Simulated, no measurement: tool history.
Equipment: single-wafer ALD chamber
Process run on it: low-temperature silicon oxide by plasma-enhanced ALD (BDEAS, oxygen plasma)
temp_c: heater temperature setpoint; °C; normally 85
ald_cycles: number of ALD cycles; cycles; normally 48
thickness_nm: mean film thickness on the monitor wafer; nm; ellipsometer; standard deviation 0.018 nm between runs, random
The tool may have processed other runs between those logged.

run	hour	temp_c	ald_cycles	read-back reference wafer on the same gauge, thickness_nm	thickness_nm
1	0.0	85	48	8.373	7.366
2	58.3	85	48	8.370	7.381
3	129.0	85	48	8.367	7.384
4	171.2	85	48	8.361	7.374
5	241.1	80	48	8.360	7.479
6	277.6	80	48	8.372	7.499
7	324.9	80	48	8.377	7.499
8	349.2	85	48	8.368	7.390
9	381.5	85	48	8.373	7.393
10	443.8	85	48	8.368	7.421
11	511.2	85	46	8.372	7.097
12	567.6	85	46	8.368	7.081
13	596.1	85	46	8.376	7.139
14	652.2	85	48	8.377	7.436
15	767.0	85	48	8.371	7.434
16	802.0	85	48	8.367	7.431
17	853.7	88	44	8.370	6.778
18	892.0	74	48	8.371	7.697
19	923.0	85	48	8.372	7.451
20	985.6	85	48	8.367	7.476
21	1051.9	85	48	8.372	7.474
22	1080.3	85	51	8.368	7.950
23	1126.6	85	57	8.362	8.843
24	1187.2	81	56	8.377	8.848
25	1244.9	81	41	8.380	6.403
26	1279.8	71	51	8.367	8.181
27	1309.6	85	48	8.368	7.403
28	1339.0	98	52	8.373	7.677
29	1405.8	80	48	8.370	7.537
30	1452.0	93	51	8.373	7.666
31	1498.6	85	48	8.363	7.406
32	1646.2	97	41	8.370	6.087
33	1687.3	89	43	8.374	6.562
34	1738.6	79	42	8.364	6.624
35	1800.4	85	48	8.370	7.413
36	1831.6	95	54	8.369	8.076
37	1901.5	100	57	8.367	8.441
38	1932.3	78	53	8.372	8.400
39	2080.0	91	56	8.364	8.523
40	2147.8	85	57	8.375	8.890
41	2182.5	96	48	8.370	7.198
42	2207.2	73	52	8.361	8.389
43	2258.6	85	39	8.374	6.066
44	2329.2	96	41	8.368	6.204
45	2378.9	92	51	8.362	7.811

Not shown: 2 entries that the log had between the listed runs. Between which runs, and how does the tool's hidden state differ before and after?
Runs 24 to 25: thermocouple changed; heater temperature recalibrated (hour 1202.1)
  wafer temperature above the value expected at the setpoint (K): -5.39 -> -0.873
  what was measured, less what the result would be without the hidden state, thickness_nm: +0.140 -> +0.017 nm
Runs 36 to 37: gauge calibrated (hour 1895.1)
  wafer temperature above the value expected at the setpoint (K): -2.25 -> -2.57
  what was measured, less what the result would be without the hidden state, thickness_nm: +0.056 -> +0.068 nm
